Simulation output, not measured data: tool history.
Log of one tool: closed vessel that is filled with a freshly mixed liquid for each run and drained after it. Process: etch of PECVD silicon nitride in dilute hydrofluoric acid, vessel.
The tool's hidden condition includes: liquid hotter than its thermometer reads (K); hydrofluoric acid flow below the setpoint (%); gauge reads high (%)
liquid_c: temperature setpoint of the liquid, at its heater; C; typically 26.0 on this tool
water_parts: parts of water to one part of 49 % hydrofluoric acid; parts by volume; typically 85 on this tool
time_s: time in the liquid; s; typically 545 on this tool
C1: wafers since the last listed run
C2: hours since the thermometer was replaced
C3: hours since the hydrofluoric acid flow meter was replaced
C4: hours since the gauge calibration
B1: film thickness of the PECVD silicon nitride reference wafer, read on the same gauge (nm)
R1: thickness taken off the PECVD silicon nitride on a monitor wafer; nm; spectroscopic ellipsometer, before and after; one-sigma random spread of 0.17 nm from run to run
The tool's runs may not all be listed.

Run 1, day 0.000: usual settings; C1 0; C2 1844.1; C3 964.5; C4 103.5; B1 150.01. Result: R1 20.35 nm.
Run 2, day 0.321: usual settings; C1 530; C2 1851.8; C3 972.2; C4 111.2; B1 150.00. Result: R1 20.67 nm.
Run 3, day 0.588: usual settings but liquid_c 25.0 C; C1 440; C2 1858.2; C3 978.6; C4 117.6; B1 149.99. Result: R1 19.41 nm.
Run 4, day 0.904: usual settings; C1 523; C2 1865.8; C3 986.2; C4 125.2; B1 150.01. Result: R1 20.61 nm.
Run 5, day 1.267: usual settings; C1 599; C2 1874.5; C3 994.9; C4 133.9; B1 149.99. Result: R1 20.56 nm.
Run 6, day 1.862: usual settings; C1 985; C2 1888.8; C3 1009.2; C4 148.2; B1 150.01. Result: R1 20.65 nm.
Run 7, day 2.592: usual settings; C1 1205; C2 1906.3; C3 1026.7; C4 165.7; B1 149.99. Result: R1 20.71 nm.
Run 8, day 3.017: usual settings; C1 702; C2 1916.5; C3 1036.9; C4 175.9; B1 150.00. Result: R1 20.32 nm.
Run 9, day 3.600: usual settings; C1 964; C2 1930.5; C3 1050.9; C4 189.9; B1 150.01. Result: R1 20.23 nm.
Run 10, day 4.204: usual settings but water_parts 70 parts by volume; C1 999; C2 1945.0; C3 1065.4; C4 204.4; B1 150.00. Result: R1 24.62 nm.
At day 4.275: gauge calibrated.
Run 11, day 4.854: usual settings; C1 1074; C2 1960.6; C3 1081.0; C4 13.9; B1 150.00. Result: R1 20.18 nm.
At day 5.308: hydrofluoric acid flow meter replaced.
Run 12, day 5.500: usual settings but liquid_c 22.0 C, water_parts 110 parts by volume, time_s 425 s; C1 999; C2 1976.1; C3 4.6; C4 29.4; B1 149.99. Result: R1 10.91 nm.
Run 13, day 7.029: usual settings but liquid_c 29.5 C; C1 2528; C2 2012.8; C3 41.3; C4 66.1; B1 150.01. Result: R1 29.63 nm.
At day 7.308: thermometer replaced.
Run 14, day 7.692: usual settings but water_parts 45 parts by volume, time_s 325 s; C1 1026; C2 9.2; C3 57.2; C4 82.0; B1 150.01. Result: R1 26.20 nm.
Run 15, day 7.954: usual settings but water_parts 70 parts by volume, time_s 670 s; C1 434; C2 15.5; C3 63.5; C4 88.3; B1 149.99. Result: R1 34.84 nm.
Run 16, day 8.500: usual settings but liquid_c 22.0 C, water_parts 110 parts by volume, time_s 425 s; C1 902; C2 28.6; C3 76.6; C4 101.4; B1 150.00. Result: R1 10.90 nm.
Run 17, day 8.942: usual settings; C1 730; C2 39.2; C3 87.2; C4 112.0; B1 149.99. Result: R1 23.80 nm.
Run 18, day 9.208: usual settings but liquid_c 22.0 C; C1 440; C2 45.6; C3 93.6; C4 118.4; B1 149.99. Result: R1 17.96 nm.
Run 19, day 9.892: usual settings; C1 1129; C2 62.0; C3 110.0; C4 134.8; B1 150.00. Result: R1 23.49 nm.
Run 20, day 10.533: usual settings but liquid_c 30.5 C, water_parts 115 parts by volume; C1 1061; C2 77.4; C3 125.4; C4 150.2; B1 149.99. Result: R1 23.23 nm.
Run 21, day 11.225: usual settings but liquid_c 30.0 C; C1 1143; C2 94.0; C3 142.0; C4 166.8; B1 150.00. Result: R1 30.08 nm.

A few steps of R1 between consecutive runs. Split each: what settings, incoming material and random variation would produce without the hidden state, and what is left over for the hidden state, along with gauge scatter present in only one of the two compared results (measured, and without hidden state):
Run 9 -> 10: water_parts 85 -> 70. R1 +4.39 nm: hidden state -0.81, all else +5.20.
Run 11 -> 12: liquid_c 26.0 -> 22.0, water_parts 85 -> 110, time_s 545 -> 425, hydrofluoric acid flow meter replaced. R1 -9.27 nm: hidden state +3.52, all else -12.79.
Run 12 -> 13: liquid_c 22.0 -> 29.5, water_parts 110 -> 85, time_s 425 -> 545. R1 +18.72 nm: hidden state -0.27, all else +18.99.
Run 15 -> 16: liquid_c 26.0 -> 22.0, water_parts 70 -> 110, time_s 670 -> 425. R1 -23.94 nm: hidden state +0.33, all else -24.27.
